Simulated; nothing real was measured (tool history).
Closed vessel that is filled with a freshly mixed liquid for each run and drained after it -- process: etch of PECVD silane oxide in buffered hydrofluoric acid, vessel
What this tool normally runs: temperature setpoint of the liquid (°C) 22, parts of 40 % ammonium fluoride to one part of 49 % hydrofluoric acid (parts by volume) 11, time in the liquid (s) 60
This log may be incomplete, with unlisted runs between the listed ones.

run,day,temperature setpoint of the liquid (°C),parts of 40 % ammonium fluoride to one part of 49 % hydrofluoric acid (parts by volume),time in the liquid (s),"read-back film thickness of the PECVD silane oxide reference wafer, read on the same gauge (nm)",thickness taken off the PECVD silane oxide on a monitor wafer (Å)
1,0,22,11,60,40.02,1829.8
2,2.842,22,7.5,60,39.99,2620.6
3,6.821,22,7.5,60,39.97,2591.4
4,10.533,22,11,60,39.93,1874.7
5,13.017,22,11,60,39.99,1833.8
6,15.383,22,11,60,40,1862.5
7,18.204,22,11,60,40.02,1847.5
8,20.642,22,11,60,39.95,1883.9
9,23.862,22,11,60,40,1867.7
10,27.154,22,11,60,40.03,1857.2
# day 27.446: hydrofluoric acid flow meter replaced
# day 28.892: thermometer replaced
11,29.096,22,11,60,39.98,1763.7
12,32.038,24,14,30,40.01,786.2
13,34.525,22,11,60,39.97,1771.7
14,37.846,18,11,30,40,716.5
15,42.479,22,11,60,40,1825.9
16,45.162,24,11,80,39.95,2647.4
17,48.104,22,11,60,40.05,1830.7
18,51.512,22,11,60,40.05,1811.2
# day 53.583: gauge calibrated
19,55.729,22,11,60,39.99,1803.4
20,59.542,26.5,9,80,39.97,3626.7
21,63.158,22,11,60,39.96,1834.8
22,66.558,27,10,35,40,1514.8
23,69.142,22,7,70,40.01,3287.9
24,71.596,18.5,12.5,75,39.95,1677.9
25,75.4,20.5,15.5,70,39.98,1407.5
26,78.258,22,7.5,60,40.02,2630.1
27,87.792,22,11,60,40.01,1843.7
28,89.908,18.5,9.5,80,40.02,2264.7
29,92.65,24,8,80,40.02,3775.3
# day 93.783: hydrofluoric acid flow meter replaced
30,95.308,20.5,9,30,40.01,966
31,98.992,22,11,90,40,2691.4

What the log doesn't show, run by run:
liquid colder than its thermometer reads (K): 0 at every run
gauge reads high (%): 0 at every run
H1: hydrofluoric acid flow above the setpoint (%)
run,H1
1,2.81
2,3.01
3,3.3
4,3.58
5,3.76
6,3.93
7,4.14
8,4.31
9,4.55
10,4.79
11,0.493
12,0.708
13,0.89
14,1.13
15,1.47
16,1.67
17,1.88
18,2.13
19,2.44
20,2.72
21,2.98
22,3.23
23,3.42
24,3.6
25,3.88
26,4.08
27,4.78
28,4.94
29,5.14
30,0.18
31,0.449
